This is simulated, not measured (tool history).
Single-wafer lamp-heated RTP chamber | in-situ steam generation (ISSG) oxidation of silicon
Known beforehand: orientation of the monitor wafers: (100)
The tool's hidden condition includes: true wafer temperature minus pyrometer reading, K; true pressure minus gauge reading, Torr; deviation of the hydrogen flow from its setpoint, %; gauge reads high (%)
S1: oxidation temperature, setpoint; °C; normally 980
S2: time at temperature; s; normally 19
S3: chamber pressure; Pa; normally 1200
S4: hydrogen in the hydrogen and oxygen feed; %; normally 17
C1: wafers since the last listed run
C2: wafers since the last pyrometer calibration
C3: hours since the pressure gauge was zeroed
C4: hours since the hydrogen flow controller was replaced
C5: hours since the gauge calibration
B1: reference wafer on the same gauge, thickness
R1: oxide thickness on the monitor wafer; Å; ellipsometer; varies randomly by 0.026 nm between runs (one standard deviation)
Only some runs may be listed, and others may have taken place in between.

{"run": 1, "hour": 0.0, "S1": 980, "S2": 19, "S3": 1200, "S4": 17, "C1": 0, "C2": 457, "C3": 3274.8, "C4": 6501.7, "C5": 681.6, "B1": 5.627, "R1": 48.01}
{"run": 2, "hour": 30.0, "S1": 980, "S2": 19, "S3": 1200, "S4": 17, "C1": 415, "C2": 873, "C3": 3304.8, "C4": 6531.7, "C5": 711.6, "B1": 5.625, "R1": 47.85}
{"run": 3, "hour": 100.4, "S1": 980, "S2": 19, "S3": 1200, "S4": 17, "C1": 974, "C2": 1847, "C3": 3375.2, "C4": 6602.1, "C5": 782.0, "B1": 5.615, "R1": 48.72}
{"run": 4, "hour": 144.7, "S1": 980, "S2": 25, "S3": 1200, "S4": 17, "C1": 613, "C2": 2461, "C3": 3419.5, "C4": 6646.4, "C5": 826.3, "B1": 5.628, "R1": 55.73}
{"hour": 292.9, "done": "pyrometer window cleaned and pyrometer calibrated"}
{"run": 5, "hour": 310.8, "S1": 980, "S2": 25, "S3": 1200, "S4": 17, "C1": 2188, "C2": 248, "C3": 3585.6, "C4": 6812.5, "C5": 992.4, "B1": 5.62, "R1": 54.64}
{"run": 6, "hour": 378.9, "S1": 980, "S2": 19, "S3": 1160, "S4": 17, "C1": 942, "C2": 1190, "C3": 3653.7, "C4": 6880.6, "C5": 1060.5, "B1": 5.631, "R1": 48.66}
{"run": 7, "hour": 433.7, "S1": 980, "S2": 19, "S3": 1200, "S4": 11, "C1": 758, "C2": 1949, "C3": 3708.5, "C4": 6935.4, "C5": 1115.3, "B1": 5.614, "R1": 44.34}
{"run": 8, "hour": 472.5, "S1": 980, "S2": 19, "S3": 1200, "S4": 11, "C1": 537, "C2": 2486, "C3": 3747.3, "C4": 6974.2, "C5": 1154.1, "B1": 5.611, "R1": 44.86}
{"run": 9, "hour": 535.7, "S1": 980, "S2": 19, "S3": 1200, "S4": 11, "C1": 875, "C2": 3361, "C3": 3810.5, "C4": 7037.4, "C5": 1217.3, "B1": 5.625, "R1": 45.11}
{"run": 10, "hour": 577.7, "S1": 980, "S2": 19, "S3": 1200, "S4": 17, "C1": 581, "C2": 3943, "C3": 3852.5, "C4": 7079.4, "C5": 1259.3, "B1": 5.61, "R1": 49.32}
{"run": 11, "hour": 644.1, "S1": 980, "S2": 19, "S3": 1200, "S4": 17, "C1": 919, "C2": 4862, "C3": 3918.9, "C4": 7145.8, "C5": 1325.7, "B1": 5.605, "R1": 49.35}
{"hour": 688.9, "done": "pyrometer window cleaned and pyrometer calibrated"}
{"run": 12, "hour": 815.3, "S1": 980, "S2": 19, "S3": 1200, "S4": 17, "C1": 2259, "C2": 1749, "C3": 4090.1, "C4": 7317.0, "C5": 1496.9, "B1": 5.622, "R1": 48.85}
{"run": 13, "hour": 877.5, "S1": 980, "S2": 19, "S3": 1200, "S4": 17, "C1": 861, "C2": 2610, "C3": 4152.3, "C4": 7379.2, "C5": 1559.1, "B1": 5.626, "R1": 48.98}
{"hour": 900.3, "done": "pressure gauge zeroed"}
{"hour": 915.9, "done": "hydrogen flow controller replaced"}
{"run": 14, "hour": 948.8, "S1": 980, "S2": 19, "S3": 1200, "S4": 17, "C1": 765, "C2": 3376, "C3": 48.5, "C4": 32.9, "C5": 1630.4, "B1": 5.625, "R1": 49.23}
{"run": 15, "hour": 999.5, "S1": 968, "S2": 19, "S3": 1200, "S4": 17, "C1": 701, "C2": 4078, "C3": 99.2, "C4": 83.6, "C5": 1681.1, "B1": 5.624, "R1": 47.72}
{"run": 16, "hour": 1062.6, "S1": 968, "S2": 19, "S3": 1200, "S4": 17, "C1": 873, "C2": 4952, "C3": 162.3, "C4": 146.7, "C5": 1744.2, "B1": 5.629, "R1": 46.98}
{"run": 17, "hour": 1093.1, "S1": 993, "S2": 19, "S3": 1200, "S4": 17, "C1": 422, "C2": 5374, "C3": 192.8, "C4": 177.2, "C5": 1774.7, "B1": 5.618, "R1": 51.94}
{"hour": 1115.7, "done": "pyrometer window cleaned and pyrometer calibrated"}
{"run": 18, "hour": 1123.9, "S1": 980, "S2": 15, "S3": 1307, "S4": 17, "C1": 315, "C2": 113, "C3": 223.6, "C4": 208.0, "C5": 1805.5, "B1": 5.626, "R1": 42.54}
{"run": 19, "hour": 1174.1, "S1": 980, "S2": 26, "S3": 1013, "S4": 17, "C1": 695, "C2": 808, "C3": 273.8, "C4": 258.2, "C5": 1855.7, "B1": 5.634, "R1": 56.43}
{"run": 20, "hour": 1225.5, "S1": 980, "S2": 26, "S3": 1013, "S4": 17, "C1": 711, "C2": 1520, "C3": 325.2, "C4": 309.6, "C5": 1907.1, "B1": 5.616, "R1": 55.86}
{"hour": 1243.5, "done": "gauge calibrated"}
{"run": 21, "hour": 1265.9, "S1": 980, "S2": 26, "S3": 1200, "S4": 17, "C1": 559, "C2": 2079, "C3": 365.6, "C4": 350.0, "C5": 22.4, "B1": 5.612, "R1": 56.43}
{"run": 22, "hour": 1327.4, "S1": 980, "S2": 19, "S3": 1307, "S4": 17, "C1": 851, "C2": 2931, "C3": 427.1, "C4": 411.5, "C5": 83.9, "B1": 5.628, "R1": 48.33}
{"run": 23, "hour": 1372.1, "S1": 980, "S2": 12, "S3": 1307, "S4": 24, "C1": 618, "C2": 3550, "C3": 471.8, "C4": 456.2, "C5": 128.6, "B1": 5.611, "R1": 42.9}
{"run": 24, "hour": 1438.5, "S1": 961, "S2": 16, "S3": 1200, "S4": 17, "C1": 919, "C2": 4469, "C3": 538.2, "C4": 522.6, "C5": 195.0, "B1": 5.62, "R1": 42.92}
{"run": 25, "hour": 1468.1, "S1": 980, "S2": 19, "S3": 1067, "S4": 17, "C1": 409, "C2": 4879, "C3": 567.8, "C4": 552.2, "C5": 224.6, "B1": 5.626, "R1": 49.09}
{"hour": 1541.3, "done": "pyrometer window cleaned and pyrometer calibrated"}
{"run": 26, "hour": 1541.8, "S1": 980, "S2": 13, "S3": 1200, "S4": 17, "C1": 909, "C2": 6, "C3": 641.5, "C4": 625.9, "C5": 298.3, "B1": 5.612, "R1": 40.48}
{"run": 27, "hour": 1586.5, "S1": 980, "S2": 19, "S3": 1200, "S4": 17, "C1": 618, "C2": 625, "C3": 686.2, "C4": 670.6, "C5": 343.0, "B1": 5.619, "R1": 48.46}
{"run": 28, "hour": 1625.7, "S1": 969, "S2": 15, "S3": 1093, "S4": 17, "C1": 542, "C2": 1168, "C3": 725.4, "C4": 709.8, "C5": 382.2, "B1": 5.626, "R1": 42.44}
{"run": 29, "hour": 1692.8, "S1": 997, "S2": 19, "S3": 1200, "S4": 17, "C1": 929, "C2": 2097, "C3": 792.5, "C4": 776.9, "C5": 449.3, "B1": 5.627, "R1": 52.91}
{"run": 30, "hour": 1738.1, "S1": 999, "S2": 19, "S3": 1360, "S4": 23, "C1": 627, "C2": 2724, "C3": 837.8, "C4": 822.2, "C5": 494.6, "B1": 5.629, "R1": 55.4}
{"run": 31, "hour": 1800.9, "S1": 980, "S2": 19, "S3": 1200, "S4": 17, "C1": 869, "C2": 3593, "C3": 900.6, "C4": 885.0, "C5": 557.4, "B1": 5.622, "R1": 49.52}
{"run": 32, "hour": 1868.4, "S1": 989, "S2": 22, "S3": 1027, "S4": 24, "C1": 934, "C2": 4528, "C3": 968.1, "C4": 952.5, "C5": 624.9, "B1": 5.625, "R1": 59.19}

Below are 3 alternative next runs, each starting from the tool's condition after run 32. Predict each:
{"run": "A", "hour": 1868.8, "S1": 980, "S2": 19, "S3": 1200, "S4": 17, "C1": 5, "C2": 4533, "C3": 968.5, "C4": 952.9, "C5": 625.3, "B1": "?", "R1": "?"}
{"run": "B", "hour": 1868.8, "S1": 966, "S2": 12, "S3": 1360, "S4": 11, "C1": 5, "C2": 4533, "C3": 968.5, "C4": 952.9, "C5": 625.3, "B1": "?", "R1": "?"}
{"run": "C", "hour": 1868.8, "S1": 964, "S2": 16, "S3": 1307, "S4": 11, "C1": 5, "C2": 4533, "C3": 968.5, "C4": 952.9, "C5": 625.3, "B1": "?", "R1": "?"}

run=A B1=5.612 R1=49.29
run=B B1=5.612 R1=34.48
run=C B1=5.612 R1=39.03
What these runs would have given with no unlogged condition in the tool:
run=A R1=47.48
run=B R1=33.52
run=C R1=37.83
